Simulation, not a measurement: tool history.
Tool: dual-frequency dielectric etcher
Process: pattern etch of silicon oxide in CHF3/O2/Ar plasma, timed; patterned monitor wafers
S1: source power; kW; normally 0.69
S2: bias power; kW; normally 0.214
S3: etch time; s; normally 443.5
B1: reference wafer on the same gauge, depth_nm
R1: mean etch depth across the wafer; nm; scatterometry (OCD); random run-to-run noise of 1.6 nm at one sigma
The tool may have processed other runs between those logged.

run	hour	S1	S2	S3	B1	R1
1	0	0.69	0.214	443.5	1000	1006.1
2	8.7	0.69	0.214	443.5	1000.4	1009.8
# hour 39.3: wet clean of the chamber
3	39.8	0.69	0.214	443.5	1000.1	1023
4	40.2	0.69	0.214	443.5	1000.4	1023.6
5	51.9	0.69	0.214	443.5	1000	1024
# hour 75.9: upper electrode replaced
# hour 95.2: source power generator calibrated
6	95.7	0.69	0.214	443.5	999.9	1041.2
7	116.6	0.69	0.214	443.5	1000.2	1038.7
8	130.5	0.69	0.194	519.5	999.9	1173.8
9	137.8	0.69	0.214	443.5	1000	1038.5
10	152	0.69	0.214	443.5	1000	1039.6
# hour 163.8: bias power generator calibrated
11	164.3	0.61	0.214	365	999.8	805.7
12	170.3	0.76	0.237	526	1000.2	1330.8
13	179.4	0.77	0.263	348	999.9	918.8
14	197.1	0.69	0.166	566.5	1000.2	1205.4
15	204.8	0.69	0.246	499	1000.1	1224.3
16	211.2	0.69	0.214	443.5	1000.2	1033.2
17	220.8	0.69	0.214	443.5	1000	1027.9
18	237.2	0.78	0.2	388.5	1000.1	932.4
# hour 244.1: gauge calibrated
19	246.8	0.76	0.255	372	1000.1	962.4
20	261.7	0.78	0.18	443.5	1000.4	1021
21	274.5	0.81	0.214	443.5	999.6	1104
22	285.8	0.62	0.163	443.5	1000.1	885.3
23	301	0.54	0.214	443.5	999.9	914
24	310	0.83	0.26	443.5	1000.2	1195.6
25	327.6	0.76	0.214	443.5	1000.1	1070.8
26	338.1	0.77	0.214	477	1000	1156.8
27	355.5	0.69	0.193	379.5	999.9	842.4
28	373.4	0.69	0.214	443.5	1000	1021.3
29	384.5	0.73	0.214	443.5	1000.2	1049.2
30	393	0.54	0.214	443.5	1000	910.8

Measured result minus the same run's result without the hidden state. Both carry the same run-to-run variation, though not necessarily the same gauge scatter:
Hidden state present: etch rate over this chamber's usual, %; source power that arrives over what is set, %; bias power that arrives over what is set, %; gauge reads high (%).
run	R1
1	-34.6
2	-35
3	-20.9
4	-20.9
5	-21.4
6	-2.8
7	-4.6
8	-6.4
9	-6.2
10	-7.3
11	-6.4
12	-11
13	-8.3
14	-12.5
15	-13.2
16	-11.7
17	-12.3
18	-12.3
19	-13.2
20	-15.2
21	-17.4
22	-14.6
23	-15.9
24	-21.5
25	-20.6
26	-23.1
27	-17.8
28	-22.7
29	-24
30	-21.3
